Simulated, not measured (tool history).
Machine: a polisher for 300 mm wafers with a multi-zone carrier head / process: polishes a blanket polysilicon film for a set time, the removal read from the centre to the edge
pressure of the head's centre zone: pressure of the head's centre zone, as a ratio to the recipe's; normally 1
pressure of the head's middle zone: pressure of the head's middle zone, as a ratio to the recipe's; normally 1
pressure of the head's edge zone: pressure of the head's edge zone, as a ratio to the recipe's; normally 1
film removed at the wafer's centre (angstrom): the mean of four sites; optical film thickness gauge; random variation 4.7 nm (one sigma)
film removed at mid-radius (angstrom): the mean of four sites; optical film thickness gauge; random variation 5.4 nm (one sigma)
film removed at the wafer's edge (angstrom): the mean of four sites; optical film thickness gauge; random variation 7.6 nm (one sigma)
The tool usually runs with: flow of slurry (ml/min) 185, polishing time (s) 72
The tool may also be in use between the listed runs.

run	hour	flow of slurry (ml/min)	pressure of the head's centre zone	pressure of the head's middle zone	pressure of the head's edge zone	polishing time (s)	wafers since the last listed run	wafers polished on this pad	hours since the slurry nozzle was cleaned	hours since the centre zone pressure was calibrated	hours since the edge zone pressure was calibrated	hours since the carrier head's membrane was replaced	incoming thickness of the incoming film, nm	film removed at the wafer's centre (angstrom)	film removed at mid-radius (angstrom)	film removed at the wafer's edge (angstrom)
1	0	185	0.97	1	1	72	0	134	27.7	52.4	411.6	1605.6	1621.9	6164	6273	6539
2	24.6	185	0.97	1	1	72	191	326	52.3	77	436.2	1630.2	1623.9	6178	6375	6370
# hour 40.5: carrier head's membrane replaced by a new one
3	41	185	1	1	1	72	88	415	68.7	93.4	452.6	0.5	1633.5	6267	6350	6250
4	80.9	185	1	1	1	72	311	726	108.6	133.3	492.5	40.4	1648	6237	6417	6386
5	113.2	185	0.94	1	1	72	251	978	140.9	165.6	524.8	72.7	1670.5	6010	6269	6412
6	130.4	185	0.94	1	1	72	134	1112	158.1	182.8	542	89.9	1640.8	5890	6232	6420
# hour 159.6: worn pad replaced by a new one
7	161.6	185	1	1.08	1	77	212	15	189.3	214	573.2	121.1	1651	6516	7076	6732
8	196.8	250	1	1	1	72	274	289	224.5	249.2	608.4	156.3	1646.4	6425	6512	6531
# hour 203.9: edge zone pressure recalibrated
9	220	185	1	1	1	72	165	455	247.7	272.4	16.1	179.5	1633.5	6041	6201	6244
10	250.2	130	1	1.07	1.11	72	235	690	277.9	302.6	46.3	209.7	1652.8	5598	6151	6463
# hour 255.9: slurry nozzle cleaned
11	262.8	185	1	1	1	97	90	781	6.9	315.2	58.9	222.3	1646.9	8519	8611	8611
12	280.7	185	0.93	1	0.96	72	139	920	24.8	333.1	76.8	240.2	1635.8	5927	6319	6333
13	307.7	185	1	1	1	72	210	1131	51.8	360.1	103.8	267.2	1674.6	6172	6397	6501
14	340.4	185	1	1	1	90	254	1386	84.5	392.8	136.5	299.9	1631.7	7793	7981	8033
# hour 349.7: worn pad replaced by a new one
15	362.2	185	0.97	1	1	72	138	97	106.3	414.6	158.3	321.7	1650.3	6046	6328	6315
16	386.2	185	1	1	1	72	187	284	130.3	438.6	182.3	345.7	1658.7	6190	6401	6355
17	414.9	150	1.06	1	0.92	54	223	508	159	467.3	211	374.4	1657.2	4571	4577	4485
18	445	185	1.08	1.06	1	72	234	743	189.1	497.4	241.1	404.5	1629.2	6324	6494	6313
19	476.2	185	1	1	0.89	72	243	986	220.3	528.6	272.3	435.7	1654.9	6072	6205	6038
20	496.5	185	1	1	1	90	158	1144	240.6	548.9	292.6	456	1675.7	7583	7831	7641
# hour 505.1: slurry nozzle cleaned
21	509.6	185	1	1.05	1.07	92	94	1239	4.5	562	305.7	469.1	1680.6	8168	8585	8292
# hour 533.3: worn pad replaced by a new one
22	542.4	185	1	0.96	1	72	224	70	37.3	594.8	338.5	501.9	1681.6	6210	6145	6390
23	556.1	185	1	1	1	72	106	177	51	608.5	352.2	515.6	1670	6299	6273	6475

Each row is a separate what-if for the run after 23, all from the same tool condition, not one after another. Results?
A	556.5	185	1	1	1	84	3	180	51.4	608.9	352.6	516	1656.8	?	?	?
B	556.5	205	1	0.89	1	72	3	180	51.4	608.9	352.6	516	1656.8	?	?	?
C	556.5	185	1	0.97	1	81	3	180	51.4	608.9	352.6	516	1656.8	?	?	?

run	film removed at the wafer's centre (angstrom)	film removed at mid-radius (angstrom)	film removed at the wafer's edge (angstrom)
A	7279	7511	7455
B	6328	5918	6462
C	7017	7059	7191
The same runs, with their run-to-run variation unchanged, on a tool lacking any hidden condition would have given:
run	film removed at the wafer's centre (angstrom)	film removed at mid-radius (angstrom)	film removed at the wafer's edge (angstrom)
A	7342	7569	7497
B	6379	5961	6496
C	7079	7114	7232
